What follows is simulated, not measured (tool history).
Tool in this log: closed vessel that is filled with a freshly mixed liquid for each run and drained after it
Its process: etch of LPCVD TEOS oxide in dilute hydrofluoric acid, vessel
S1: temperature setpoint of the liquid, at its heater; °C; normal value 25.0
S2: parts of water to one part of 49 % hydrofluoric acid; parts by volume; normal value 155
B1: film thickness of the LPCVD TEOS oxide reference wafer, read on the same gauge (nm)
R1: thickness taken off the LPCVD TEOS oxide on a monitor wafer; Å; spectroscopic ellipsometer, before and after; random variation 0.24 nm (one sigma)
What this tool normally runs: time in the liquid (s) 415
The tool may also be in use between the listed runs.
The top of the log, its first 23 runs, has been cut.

At day 48.942: thermometer replaced.
At day 50.333: gauge calibrated.
Run 24, day 51.050: usual settings; B1 89.97. Result: R1 434.9 Å.
At day 51.383: hydrofluoric acid flow meter replaced.
Run 25, day 53.612: usual settings but time in the liquid (s) 280; B1 89.37. Result: R1 292.7 Å.
Run 26, day 60.762: usual settings but S2 75 parts by volume; B1 87.98. Result: R1 977.8 Å.
Run 27, day 62.033: usual settings but S2 190 parts by volume; B1 87.80. Result: R1 335.2 Å.
Run 28, day 63.471: usual settings but S1 23.0 °C, S2 75 parts by volume, time in the liquid (s) 615; B1 87.60. Result: R1 1329.7 Å.
Run 29, day 65.017: usual settings; B1 87.40. Result: R1 422.7 Å.
Run 30, day 68.146: usual settings; B1 87.04. Result: R1 421.4 Å.
Run 31, day 69.467: usual settings; B1 86.90. Result: R1 423.5 Å.
At day 71.192: thermometer replaced.
Run 32, day 72.533: usual settings but S1 21.5 °C; B1 86.61. Result: R1 369.9 Å.
Run 33, day 74.446: usual settings but time in the liquid (s) 245; B1 86.46. Result: R1 249.1 Å.

Alternative continuations, all from the tool just after run 33; predict every row:
Run A, day 74.479: usual settings but S2 205 parts by volume; B1 ?. Result: R1 ?.
Run B, day 74.479: usual settings but S1 20.5 °C; B1 ?. Result: R1 ?.
Run C, day 74.479: usual settings but S1 30.0 °C, time in the liquid (s) 215; B1 ?. Result: R1 ?.
Run D, day 74.479: usual settings but S1 27.0 °C, S2 95 parts by volume, time in the liquid (s) 215; B1 ?. Result: R1 ?.

run     B1     R1
  A  86.47  301.6
  B  86.47  354.8
  C  86.47  262.8
  D  86.47  414.8
Take away the tool's hidden state, keep each run's random variation, and the runs would have read:
run     R1
  A  314.0
  B  369.3
  C  273.5
  D  431.8
